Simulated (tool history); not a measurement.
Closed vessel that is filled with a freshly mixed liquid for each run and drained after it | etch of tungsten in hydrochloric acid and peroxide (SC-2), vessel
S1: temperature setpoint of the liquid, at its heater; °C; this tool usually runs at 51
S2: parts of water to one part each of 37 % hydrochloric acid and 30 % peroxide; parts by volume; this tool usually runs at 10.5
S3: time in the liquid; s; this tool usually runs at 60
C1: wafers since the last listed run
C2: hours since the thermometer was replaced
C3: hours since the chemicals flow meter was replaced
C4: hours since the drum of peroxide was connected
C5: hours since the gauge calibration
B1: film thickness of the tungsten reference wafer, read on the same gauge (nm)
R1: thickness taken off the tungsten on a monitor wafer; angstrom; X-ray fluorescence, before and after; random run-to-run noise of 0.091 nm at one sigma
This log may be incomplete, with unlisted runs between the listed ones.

{"run": 1, "hour": 0.0, "S1": 51, "S2": 10.5, "S3": 60, "C1": 0, "C2": 244.3, "C3": 122.1, "C4": 878.3, "C5": 654.7, "B1": 59.98, "R1": 140.9}
{"run": 2, "hour": 41.5, "S1": 51, "S2": 10.5, "S3": 60, "C1": 5910, "C2": 285.8, "C3": 163.6, "C4": 919.8, "C5": 696.2, "B1": 60.01, "R1": 141.9}
{"run": 3, "hour": 88.9, "S1": 51, "S2": 8, "S3": 45, "C1": 6750, "C2": 333.2, "C3": 211, "C4": 967.2, "C5": 743.6, "B1": 59.96, "R1": 131}
{"run": 4, "hour": 158.2, "S1": 51, "S2": 8, "S3": 45, "C1": 9869, "C2": 402.5, "C3": 280.3, "C4": 1036.5, "C5": 812.9, "B1": 59.98, "R1": 132.1}
{"run": 5, "hour": 208.2, "S1": 51, "S2": 8, "S3": 45, "C1": 7120, "C2": 452.5, "C3": 330.3, "C4": 1086.5, "C5": 862.9, "B1": 59.99, "R1": 133}
{"run": 6, "hour": 272.0, "S1": 51, "S2": 10.5, "S3": 60, "C1": 9085, "C2": 516.3, "C3": 394.1, "C4": 1150.3, "C5": 926.7, "B1": 59.94, "R1": 139.7}
{"run": 7, "hour": 320.4, "S1": 51, "S2": 10.5, "S3": 60, "C1": 6892, "C2": 564.7, "C3": 442.5, "C4": 1198.7, "C5": 975.1, "B1": 60, "R1": 138.1}
{"run": 8, "hour": 356.0, "S1": 51, "S2": 10.5, "S3": 60, "C1": 5069, "C2": 600.3, "C3": 478.1, "C4": 1234.3, "C5": 1010.7, "B1": 59.98, "R1": 139}
{"run": 9, "hour": 380.9, "S1": 51, "S2": 10.5, "S3": 60, "C1": 3546, "C2": 625.2, "C3": 503, "C4": 1259.2, "C5": 1035.6, "B1": 59.99, "R1": 138.3}
{"hour": 436.9, "done": "thermometer replaced"}
{"run": 10, "hour": 440.3, "S1": 51, "S2": 10.5, "S3": 60, "C1": 8316, "C2": 3.4, "C3": 562.4, "C4": 1318.6, "C5": 1095, "B1": 60, "R1": 138.3}
{"hour": 446.2, "done": "new drum of peroxide connected"}
{"run": 11, "hour": 506.1, "S1": 51, "S2": 10.5, "S3": 60, "C1": 9228, "C2": 69.2, "C3": 628.2, "C4": 59.9, "C5": 1160.8, "B1": 59.96, "R1": 136.9}
{"run": 12, "hour": 613.6, "S1": 51, "S2": 10.5, "S3": 60, "C1": 15309, "C2": 176.7, "C3": 735.7, "C4": 167.4, "C5": 1268.3, "B1": 60.06, "R1": 136.6}
{"run": 13, "hour": 677.7, "S1": 57.5, "S2": 10.5, "S3": 60, "C1": 9128, "C2": 240.8, "C3": 799.8, "C4": 231.5, "C5": 1332.4, "B1": 59.99, "R1": 208.7}
{"run": 14, "hour": 704.0, "S1": 51, "S2": 10.5, "S3": 60, "C1": 3745, "C2": 267.1, "C3": 826.1, "C4": 257.8, "C5": 1358.7, "B1": 60, "R1": 135.5}
{"run": 15, "hour": 746.7, "S1": 51, "S2": 14, "S3": 60, "C1": 6080, "C2": 309.8, "C3": 868.8, "C4": 300.5, "C5": 1401.4, "B1": 59.95, "R1": 106.4}
{"run": 16, "hour": 779.5, "S1": 45, "S2": 12, "S3": 75, "C1": 4671, "C2": 342.6, "C3": 901.6, "C4": 333.3, "C5": 1434.2, "B1": 59.99, "R1": 101.5}
{"run": 17, "hour": 851.3, "S1": 51, "S2": 12, "S3": 35, "C1": 10225, "C2": 414.4, "C3": 973.4, "C4": 405.1, "C5": 1506, "B1": 59.99, "R1": 70.2}
{"hour": 894.0, "done": "chemicals flow meter replaced"}
{"run": 18, "hour": 912.1, "S1": 51, "S2": 10.5, "S3": 60, "C1": 8516, "C2": 475.2, "C3": 18.1, "C4": 465.9, "C5": 1566.8, "B1": 60, "R1": 128}
{"hour": 912.7, "done": "gauge calibrated"}
{"run": 19, "hour": 974.4, "S1": 51, "S2": 10.5, "S3": 60, "C1": 8872, "C2": 537.5, "C3": 80.4, "C4": 528.2, "C5": 61.7, "B1": 60.04, "R1": 127.2}
{"run": 20, "hour": 1039.9, "S1": 45.5, "S2": 14.5, "S3": 95, "C1": 9327, "C2": 603, "C3": 145.9, "C4": 593.7, "C5": 127.2, "B1": 59.99, "R1": 106}
{"run": 21, "hour": 1075.6, "S1": 56.5, "S2": 13.5, "S3": 45, "C1": 5084, "C2": 638.7, "C3": 181.6, "C4": 629.4, "C5": 162.9, "B1": 59.99, "R1": 110.6}
{"run": 22, "hour": 1139.6, "S1": 47, "S2": 8, "S3": 45, "C1": 9114, "C2": 702.7, "C3": 245.6, "C4": 693.4, "C5": 226.9, "B1": 60, "R1": 92.2}
{"run": 23, "hour": 1192.3, "S1": 42, "S2": 7, "S3": 60, "C1": 7505, "C2": 755.4, "C3": 298.3, "C4": 746.1, "C5": 279.6, "B1": 60.03, "R1": 95.7}
{"run": 24, "hour": 1231.4, "S1": 51, "S2": 10.5, "S3": 60, "C1": 5568, "C2": 794.5, "C3": 337.4, "C4": 785.2, "C5": 318.7, "B1": 60.01, "R1": 126.3}
{"hour": 1266.8, "done": "thermometer replaced"}
{"hour": 1269.3, "done": "chemicals flow meter replaced, repeated, since the last time left the tool worse"}
{"run": 25, "hour": 1288.9, "S1": 51, "S2": 14, "S3": 60, "C1": 7903, "C2": 22.1, "C3": 19.6, "C4": 842.7, "C5": 376.2, "B1": 60.02, "R1": 110.9}
{"run": 26, "hour": 1348.2, "S1": 51, "S2": 10.5, "S3": 60, "C1": 8444, "C2": 81.4, "C3": 78.9, "C4": 902, "C5": 435.5, "B1": 60, "R1": 142.6}
{"run": 27, "hour": 1415.7, "S1": 41.5, "S2": 7.5, "S3": 95, "C1": 9612, "C2": 148.9, "C3": 146.4, "C4": 969.5, "C5": 503, "B1": 59.98, "R1": 154.4}
{"run": 28, "hour": 1445.5, "S1": 51, "S2": 9, "S3": 60, "C1": 4243, "C2": 178.7, "C3": 176.2, "C4": 999.3, "C5": 532.8, "B1": 60.02, "R1": 159.3}
{"run": 29, "hour": 1489.0, "S1": 44, "S2": 14.5, "S3": 60, "C1": 6194, "C2": 222.2, "C3": 219.7, "C4": 1042.8, "C5": 576.3, "B1": 60.01, "R1": 67}

Consider 5 possible next runs. They are alternatives, not a sequence: every one starts from the tool as it was left by run 29. What does each give?
{"run": "A", "hour": 1489.7, "S1": 51, "S2": 10.5, "S3": 60, "C1": 99, "C2": 222.9, "C3": 220.4, "C4": 1043.5, "C5": 577, "B1": "?", "R1": "?"}
{"run": "B", "hour": 1489.7, "S1": 46, "S2": 5.5, "S3": 85, "C1": 99, "C2": 222.9, "C3": 220.4, "C4": 1043.5, "C5": 577, "B1": "?", "R1": "?"}
{"run": "C", "hour": 1489.7, "S1": 58.5, "S2": 7.5, "S3": 85, "C1": 99, "C2": 222.9, "C3": 220.4, "C4": 1043.5, "C5": 577, "B1": "?", "R1": "?"}
{"run": "D", "hour": 1489.7, "S1": 54, "S2": 8.5, "S3": 40, "C1": 99, "C2": 222.9, "C3": 220.4, "C4": 1043.5, "C5": 577, "B1": "?", "R1": "?"}
{"run": "E", "hour": 1489.7, "S1": 51, "S2": 13.5, "S3": 75, "C1": 99, "C2": 222.9, "C3": 220.4, "C4": 1043.5, "C5": 577, "B1": "?", "R1": "?"}

run=A B1=60.01 R1=141.7
run=B B1=60.01 R1=239.2
run=C B1=60.01 R1=429.5
run=D B1=60.01 R1=137
run=E B1=60.01 R1=142.8
Had the tool no hidden state, the same runs would have come out as:
run=A R1=143.1
run=B R1=241.3
run=C R1=433.6
run=D R1=138.3
run=E R1=144.3

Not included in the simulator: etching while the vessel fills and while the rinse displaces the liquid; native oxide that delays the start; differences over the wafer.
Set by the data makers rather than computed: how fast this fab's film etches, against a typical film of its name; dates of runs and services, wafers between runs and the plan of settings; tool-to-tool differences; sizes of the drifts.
